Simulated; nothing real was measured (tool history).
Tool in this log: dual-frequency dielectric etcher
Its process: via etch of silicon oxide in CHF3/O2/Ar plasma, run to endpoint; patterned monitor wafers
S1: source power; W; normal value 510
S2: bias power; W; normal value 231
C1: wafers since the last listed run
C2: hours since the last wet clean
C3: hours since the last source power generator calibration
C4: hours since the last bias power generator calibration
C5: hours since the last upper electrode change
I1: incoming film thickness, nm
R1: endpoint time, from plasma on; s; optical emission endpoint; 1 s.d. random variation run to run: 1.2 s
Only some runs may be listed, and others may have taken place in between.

| run | hour | S1 | S2 | C1 | C2 | C3 | C4 | C5 | I1 | R1 |
|---|---|---|---|---|---|---|---|---|---|---|
| 1 | 0 | 510 | 231 | 0 | 329 | 4595.5 | 2047.1 | 1585.9 | 771.6 | 385.9 |
|  | 16.2 | wet clean of the chamber |
| 2 | 59.9 | 510 | 231 | 230 | 43.7 | 4655.4 | 2107 | 1645.8 | 762.2 | 391.1 |
| 3 | 117.7 | 510 | 231 | 305 | 101.5 | 4713.2 | 2164.8 | 1703.6 | 769 | 393.3 |
| 4 | 168 | 560 | 231 | 265 | 151.8 | 4763.5 | 2215.1 | 1753.9 | 773.7 | 375.5 |
| 5 | 229.9 | 510 | 231 | 326 | 213.7 | 4825.4 | 2277 | 1815.8 | 767.6 | 388.6 |
| 6 | 295.2 | 510 | 231 | 344 | 279 | 4890.7 | 2342.3 | 1881.1 | 765.9 | 387.4 |
|  | 326.3 | wet clean of the chamber |
| 7 | 338.5 | 510 | 231 | 101 | 12.2 | 4934 | 2385.6 | 1924.4 | 775.1 | 399.2 |
| 8 | 372.1 | 510 | 231 | 177 | 45.8 | 4967.6 | 2419.2 | 1958 | 764 | 391.1 |
| 9 | 403.3 | 510 | 231 | 164 | 77 | 4998.8 | 2450.4 | 1989.2 | 774.2 | 393.9 |
| 10 | 449.3 | 510 | 206 | 242 | 123 | 5044.8 | 2496.4 | 2035.2 | 757.2 | 396.4 |
| 11 | 489.5 | 510 | 206 | 212 | 163.2 | 5085 | 2536.6 | 2075.4 | 763.6 | 397.1 |
| 12 | 528.1 | 510 | 206 | 203 | 201.8 | 5123.6 | 2575.2 | 2114 | 774.9 | 401.8 |
| 13 | 571.3 | 510 | 256 | 228 | 245 | 5166.8 | 2618.4 | 2157.2 | 774.2 | 382.1 |
|  | 636.1 | wet clean of the chamber |
| 14 | 636.6 | 510 | 209 | 218 | 0.5 | 5232.1 | 2683.7 | 2222.5 | 764.8 | 398.6 |
| 15 | 681 | 460 | 180 | 234 | 44.9 | 5276.5 | 2728.1 | 2266.9 | 765.2 | 433.1 |
| 16 | 730.2 | 560 | 269 | 259 | 94.1 | 5325.7 | 2777.3 | 2316.1 | 767.7 | 362 |
|  | 754.1 | bias power generator calibrated |
| 17 | 758.4 | 420 | 247 | 127 | 122.3 | 5353.9 | 4.3 | 2344.3 | 763.7 | 418.7 |
|  | 826.2 | upper electrode replaced |
| 18 | 826.7 | 510 | 210 | 233 | 190.6 | 5422.2 | 72.6 | 0.5 | 771.2 | 398 |
| 19 | 846.5 | 510 | 231 | 104 | 210.4 | 5442 | 92.4 | 20.3 | 778.3 | 394.6 |
| 20 | 897.1 | 470 | 216 | 267 | 261 | 5492.6 | 143 | 70.9 | 768.1 | 409.6 |
|  | 901.6 | source power generator calibrated |
| 21 | 923.6 | 510 | 231 | 118 | 287.5 | 22 | 169.5 | 97.4 | 765.4 | 388 |
| 22 | 994.3 | 410 | 189 | 373 | 358.2 | 92.7 | 240.2 | 168.1 | 768.6 | 445.8 |
|  | 1028.8 | wet clean of the chamber |
| 23 | 1204.2 | 550 | 187 | 981 | 175.4 | 302.6 | 450.1 | 378 | 764 | 393.1 |
| 24 | 1237.8 | 510 | 231 | 177 | 209 | 336.2 | 483.7 | 411.6 | 772.8 | 391.8 |

Forecast each of these 5 alternatives for the next run:
| A | 1238.3 | 510 | 231 | 2 | 209.5 | 336.7 | 484.2 | 412.1 | 775.3 | ? |
| B | 1238.3 | 460 | 231 | 2 | 209.5 | 336.7 | 484.2 | 412.1 | 775.3 | ? |
| C | 1238.3 | 590 | 274 | 2 | 209.5 | 336.7 | 484.2 | 412.1 | 775.3 | ? |
| D | 1238.3 | 460 | 250 | 2 | 209.5 | 336.7 | 484.2 | 412.1 | 775.3 | ? |
| E | 1238.3 | 630 | 262 | 2 | 209.5 | 336.7 | 484.2 | 412.1 | 775.3 | ? |

| run | R1 |
|---|---|
| A | 393.1 |
| B | 412.7 |
| C | 353.3 |
| D | 405.1 |
| E | 346.8 |
Without the tool's unlogged condition, the same runs would have read:
| run | R1 |
|---|---|
| A | 397.6 |
| B | 417.4 |
| C | 357.3 |
| D | 409.8 |
| E | 350.8 |
